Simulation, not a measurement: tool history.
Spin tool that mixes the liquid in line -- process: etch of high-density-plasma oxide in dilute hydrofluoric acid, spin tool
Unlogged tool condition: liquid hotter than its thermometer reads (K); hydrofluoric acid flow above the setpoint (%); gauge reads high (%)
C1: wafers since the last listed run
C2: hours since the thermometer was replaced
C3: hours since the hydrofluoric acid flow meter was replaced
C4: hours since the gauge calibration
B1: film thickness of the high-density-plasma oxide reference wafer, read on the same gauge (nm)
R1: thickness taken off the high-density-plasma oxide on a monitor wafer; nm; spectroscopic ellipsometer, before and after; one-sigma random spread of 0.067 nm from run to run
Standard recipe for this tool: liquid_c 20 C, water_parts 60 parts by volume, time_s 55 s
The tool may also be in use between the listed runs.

Run 1, day 0: usual settings; C1 0; C2 1552.5; C3 803.9; C4 358.3; B1 140.01. Result: R1 8.14 nm.
Run 2, day 1.471: usual settings; C1 546; C2 1587.8; C3 839.2; C4 393.6; B1 140. Result: R1 8.16 nm.
Run 3, day 3.454: usual settings but water_parts 70 parts by volume; C1 736; C2 1635.4; C3 886.8; C4 441.2; B1 140.02. Result: R1 6.96 nm.
Run 4, day 4.971: usual settings but water_parts 70 parts by volume; C1 563; C2 1671.8; C3 923.2; C4 477.6; B1 140. Result: R1 6.82 nm.
Run 5, day 7.1: usual settings but liquid_c 22.5 C, time_s 70 s; C1 790; C2 1722.9; C3 974.3; C4 528.7; B1 139.98. Result: R1 11.61 nm.
Run 6, day 9.458: usual settings but liquid_c 18 C; C1 875; C2 1779.5; C3 1030.9; C4 585.3; B1 139.99. Result: R1 7.72 nm.
Run 7, day 11.179: usual settings but liquid_c 18 C; C1 639; C2 1820.8; C3 1072.2; C4 626.6; B1 140.01. Result: R1 7.49 nm.
Run 8, day 18.812: usual settings but liquid_c 18 C; C1 2834; C2 2004; C3 1255.4; C4 809.8; B1 140.01. Result: R1 7.65 nm.
Run 9, day 20.979: usual settings; C1 804; C2 2056; C3 1307.4; C4 861.8; B1 139.99. Result: R1 8.4 nm.
Run 10, day 22.362: usual settings; C1 513; C2 2089.2; C3 1340.6; C4 895; B1 140. Result: R1 8.38 nm.
Run 11, day 23.596: usual settings; C1 458; C2 2118.8; C3 1370.2; C4 924.6; B1 140. Result: R1 8.39 nm.
At day 25.912: gauge calibrated.
Run 12, day 26.071: usual settings; C1 919; C2 2178.2; C3 1429.6; C4 3.8; B1 139.99. Result: R1 8.38 nm.
Run 13, day 27.554: usual settings; C1 550; C2 2213.8; C3 1465.2; C4 39.4; B1 140.01. Result: R1 8.46 nm.
Run 14, day 30.392: usual settings but liquid_c 21.5 C; C1 1053; C2 2281.9; C3 1533.3; C4 107.5; B1 140.02. Result: R1 8.95 nm.
Run 15, day 31.942: usual settings but liquid_c 21.5 C; C1 575; C2 2319.1; C3 1570.5; C4 144.7; B1 140. Result: R1 9 nm.
Run 16, day 33.479: usual settings but water_parts 45 parts by volume; C1 571; C2 2356; C3 1607.4; C4 181.6; B1 139.99. Result: R1 11.47 nm.
Run 17, day 34.738: usual settings but liquid_c 21.5 C; C1 467; C2 2386.2; C3 1637.6; C4 211.8; B1 140. Result: R1 8.96 nm.
Run 18, day 37.054: usual settings but liquid_c 21.5 C; C1 860; C2 2441.8; C3 1693.2; C4 267.4; B1 140.01. Result: R1 9.05 nm.
At day 37.879: thermometer replaced.
Run 19, day 38.85: usual settings but liquid_c 18 C, water_parts 75 parts by volume; C1 651; C2 23.3; C3 1736.3; C4 310.5; B1 140. Result: R1 5.39 nm.
Run 20, day 41.121: usual settings but liquid_c 22.5 C, water_parts 40 parts by volume, time_s 35 s; C1 843; C2 77.8; C3 1790.8; C4 365; B1 139.98. Result: R1 8.08 nm.
Run 21, day 43.154: usual settings but water_parts 30 parts by volume; C1 755; C2 126.6; C3 1839.6; C4 413.8; B1 139.99. Result: R1 15.98 nm.
Run 22, day 48: usual settings but liquid_c 24.5 C, water_parts 90 parts by volume, time_s 40 s; C1 1799; C2 242.9; C3 1955.9; C4 530.1; B1 140. Result: R1 4.31 nm.
At day 48.388: hydrofluoric acid flow meter replaced.
Run 23, day 49.133: usual settings but water_parts 50 parts by volume, time_s 30 s; C1 405; C2 270.1; C3 17.9; C4 557.3; B1 139.99. Result: R1 4.97 nm.
Run 24, day 50.3: usual settings but liquid_c 23.5 C; C1 433; C2 298.1; C3 45.9; C4 585.3; B1 140.02. Result: R1 8.8 nm.
Run 25, day 51.675: usual settings but liquid_c 24.5 C, water_parts 75 parts by volume; C1 510; C2 331.1; C3 78.9; C4 618.3; B1 140. Result: R1 7.11 nm.
Run 26, day 53.125: usual settings but liquid_c 17 C, water_parts 40 parts by volume, time_s 25 s; C1 538; C2 365.9; C3 113.7; C4 653.1; B1 140.01. Result: R1 4.69 nm.
Run 27, day 54.862: usual settings but liquid_c 22 C, water_parts 50 parts by volume, time_s 75 s; C1 645; C2 407.6; C3 155.4; C4 694.8; B1 139.99. Result: R1 13.65 nm.
Run 28, day 56.471: usual settings but liquid_c 23.5 C, water_parts 45 parts by volume; C1 597; C2 446.2; C3 194; C4 733.4; B1 140.02. Result: R1 12 nm.
Run 29, day 58.188: usual settings but liquid_c 17.5 C, water_parts 35 parts by volume; C1 637; C2 487.4; C3 235.2; C4 774.6; B1 139.99. Result: R1 12.3 nm.
Run 30, day 60.629: usual settings but liquid_c 24.5 C, water_parts 90 parts by volume, time_s 40 s; C1 906; C2 546; C3 293.8; C4 833.2; B1 140.03. Result: R1 4.26 nm.

3 options for the next run, each taken on its own from the tool as it stands now. Forecast them:
Run A, day 60.646: usual settings; C1 6; C2 546.4; C3 294.2; C4 833.6; B1 ?. Result: R1 ?.
Run B, day 60.646: usual settings but liquid_c 17 C, water_parts 50 parts by volume, time_s 40 s; C1 6; C2 546.4; C3 294.2; C4 833.6; B1 ?. Result: R1 ?.
Run C, day 60.646: usual settings but time_s 70 s; C1 6; C2 546.4; C3 294.2; C4 833.6; B1 ?. Result: R1 ?.

run      B1    R1
  A  140.02  7.68
  B  140.02  5.97
  C  140.02  9.77
Stripped of hidden state, with their random variation kept, the same runs would have yielded:
run    R1
  A  7.44
  B  5.78
  C  9.47
